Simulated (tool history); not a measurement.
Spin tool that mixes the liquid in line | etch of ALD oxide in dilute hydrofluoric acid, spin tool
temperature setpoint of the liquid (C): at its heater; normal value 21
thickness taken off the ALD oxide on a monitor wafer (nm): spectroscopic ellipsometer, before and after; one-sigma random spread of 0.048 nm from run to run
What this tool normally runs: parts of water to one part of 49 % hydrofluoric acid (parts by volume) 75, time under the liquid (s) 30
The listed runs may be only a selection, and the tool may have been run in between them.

run	hour	temperature setpoint of the liquid (C)	parts of water to one part of 49 % hydrofluoric acid (parts by volume)	time under the liquid (s)	wafers since the last listed run	hours since the thermometer was replaced	hours since the hydrofluoric acid flow meter was replaced	hours since the gauge calibration	read-back film thickness of the ALD oxide reference wafer, read on the same gauge (nm)	thickness taken off the ALD oxide on a monitor wafer (nm)
1	0	21	75	30	0	1828	996.9	175.8	130	6.98
2	41.3	21	75	30	620	1869.3	1038.2	217.1	129.95	6.94
3	109.6	21	75	30	1026	1937.6	1106.5	285.4	129.99	7.01
4	177.3	21	75	30	1017	2005.3	1174.2	353.1	130.06	6.97
5	240.3	21	75	30	946	2068.3	1237.2	416.1	130.04	6.95
6	312	21	75	35	1077	2140	1308.9	487.8	130	8.08
7	343.6	21	75	35	474	2171.6	1340.5	519.4	130.01	8.08
8	374.1	21	90	30	458	2202.1	1371	549.9	130.01	5.7
9	445.4	21	75	45	1071	2273.4	1442.3	621.2	130.01	10.39
10	495.5	21	75	45	752	2323.5	1492.4	671.3	130	10.24
11	532.5	21	75	30	555	2360.5	1529.4	708.3	129.98	6.89
12	603.4	21	75	30	1065	2431.4	1600.3	779.2	130.01	6.89
# hour 626.5: gauge calibrated
13	669.2	21	75	30	988	2497.2	1666.1	42.7	129.98	6.86
14	711.6	21	75	30	636	2539.6	1708.5	85.1	130	6.94
15	757.2	17.5	55	15	685	2585.2	1754.1	130.7	129.94	4.08
16	817.9	21	55	45	911	2645.9	1814.8	191.4	130	14.18
# hour 824.6: thermometer replaced
17	845.5	25.5	105	30	399	20.9	1842.4	219	129.96	6.07
# hour 850.1: hydrofluoric acid flow meter replaced
18	910.9	21	75	30	967	86.3	60.8	284.4	130.07	7.42
19	945.8	19	50	30	524	121.2	95.7	319.3	129.99	10.54
20	971.8	21	75	30	390	147.2	121.7	345.3	130.04	7.44
21	1017.3	21	75	30	683	192.7	167.2	390.8	130.04	7.46
22	1052.7	22.5	75	45	531	228.1	202.6	426.2	130	11.79
23	1107.8	21	55	30	827	283.2	257.7	481.3	130	10.33
24	1132.6	25.5	40	35	372	308	282.5	506.1	129.98	20.29

What differs in the tool's unlogged condition from the final listed run ahead of each entry between runs to the first listed run following it?
After run 12, before run 13: gauge calibrated (hour 626.5)
  liquid colder than its thermometer reads (K): 1.89 -> 1.94
  the result without the hidden state subtracted from the measured one, thickness taken off the ALD oxide on a monitor wafer (nm): -0.57 -> -0.58
After run 16, before run 17: thermometer replaced (hour 824.6)
  liquid colder than its thermometer reads (K): 2.04 -> 0.0624
  the result without the hidden state subtracted from the measured one, thickness taken off the ALD oxide on a monitor wafer (nm): -1.28 -> -0.01
After run 17, before run 18: hydrofluoric acid flow meter replaced (hour 850.1)
  liquid colder than its thermometer reads (K): 0.0624 -> 0.107
  the result without the hidden state subtracted from the measured one, thickness taken off the ALD oxide on a monitor wafer (nm): -0.01 -> -0.03
